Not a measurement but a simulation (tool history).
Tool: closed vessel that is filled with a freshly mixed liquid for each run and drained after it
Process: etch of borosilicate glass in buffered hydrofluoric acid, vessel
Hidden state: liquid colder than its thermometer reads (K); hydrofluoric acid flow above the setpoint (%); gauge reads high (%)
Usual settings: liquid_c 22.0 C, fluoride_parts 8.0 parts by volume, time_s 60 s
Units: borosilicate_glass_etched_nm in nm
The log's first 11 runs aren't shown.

run     day  liquid_c  fluoride_parts  time_s  wafers since the last listed run  hours since the thermometer was replaced  hours since the hydrofluoric acid flow meter was replaced  hours since the gauge calibration  read-back film thickness of the borosilicate glass reference wafer, read on the same gauge (nm)  borosilicate_glass_etched_nm
 12  22.846      24.0            10.5      75                              7155                                     322.1                                                      230.9                              865.0                                                                                           149.98                         85.04
 13  25.796      20.0            10.5      90                              8660                                     392.9                                                      301.7                              935.8                                                                                           150.01                         82.25
 14  27.975      18.0             8.0      50                              6397                                     445.2                                                      354.0                              988.1                                                                                           149.97                         52.19
 15  29.904      22.0             7.0      45                              5663                                     491.5                                                      400.3                             1034.4                                                                                           149.96                         67.64
 16  32.425      22.0             5.5      60                              7400                                     552.0                                                      460.8                             1094.9                                                                                           150.02                        112.67
 17  34.033      18.0             9.0      35                              4721                                     590.6                                                      499.4                             1133.5                                                                                           149.99                         31.85
 18  36.362      25.5            10.0      50                              6837                                     646.5                                                      555.3                             1189.4                                                                                           150.00                         64.02
     36.479  -- gauge calibrated
 19  37.946      22.0             6.0      80                              4648                                     684.5                                                      593.3                               35.2                                                                                           150.01                        137.13
 20  40.342      22.0             8.0      60                              7033                                     742.0                                                      650.8                               92.7                                                                                           149.96                         77.35
 21  43.033      22.0             8.0      60                              7901                                     806.6                                                      715.4                              157.3                                                                                           150.00                         77.48
 22  48.817      22.0             8.0      60                             16978                                     945.4                                                      854.2                              296.1                                                                                           149.96                         76.51
 23  50.533      25.5            10.0      60                              5039                                     986.6                                                      895.4                              337.3                                                                                           150.03                         76.02
 24  52.100      24.0             6.0      70                              4599                                    1024.2                                                      933.0                              374.9                                                                                           150.00                        133.10
 25  53.233      18.0            11.0      85                              3327                                    1051.4                                                      960.2                              402.1                                                                                           149.95                         65.01
 26  55.908      24.5            10.5      70                              7852                                    1115.6                                                     1024.4                              466.3                                                                                           150.00                         79.97
 27  62.854      22.0             8.0      60                             20390                                    1282.3                                                     1191.1                              633.0                                                                                           150.01                         76.56
 28  64.462      22.0             6.0      60                              4721                                    1320.9                                                     1229.7                              671.6                                                                                           150.04                        101.74
 29  66.179      22.0             8.0      60                              5039                                    1362.1                                                     1270.9                              712.8                                                                                           149.97                         76.05
     67.658  -- thermometer replaced
 30  68.342      24.5             6.0      70                              6226                                      16.4                                                     1322.8                              764.7                                                                                           149.95                        139.02
 31  70.092      18.0             8.0      90                              5137                                      58.4                                                     1364.8                              806.7                                                                                           150.00                         95.77
 32  71.754      26.0             9.5      70                              4880                                      98.3                                                     1404.7                              846.6                                                                                           149.96                         96.60

4 ways to go on from here, each from the tool as it stands after run 32. What would each give?
  A  71.783      22.0             8.0      60                                85                                      99.0                                                     1405.4                              847.3                                                                                                ?                             ?
  B  71.783      17.5            11.0      50                                85                                      99.0                                                     1405.4                              847.3                                                                                                ?                             ?
  C  71.783      25.0             7.0      60                                85                                      99.0                                                     1405.4                              847.3                                                                                                ?                             ?
  D  71.783      19.0             5.5      60                                85                                      99.0                                                     1405.4                              847.3                                                                                                ?                             ?

run  read-back film thickness of the borosilicate glass reference wafer, read on the same gauge (nm)  borosilicate_glass_etched_nm
  A                                                                                           150.04                         78.22
  B                                                                                           150.04                         38.01
  C                                                                                           150.04                        106.41
  D                                                                                           150.04                         95.68
Without the tool's hidden state the same runs would have given:
run  borosilicate_glass_etched_nm
  A                         78.73
  B                         38.27
  C                        107.09
  D                         96.31
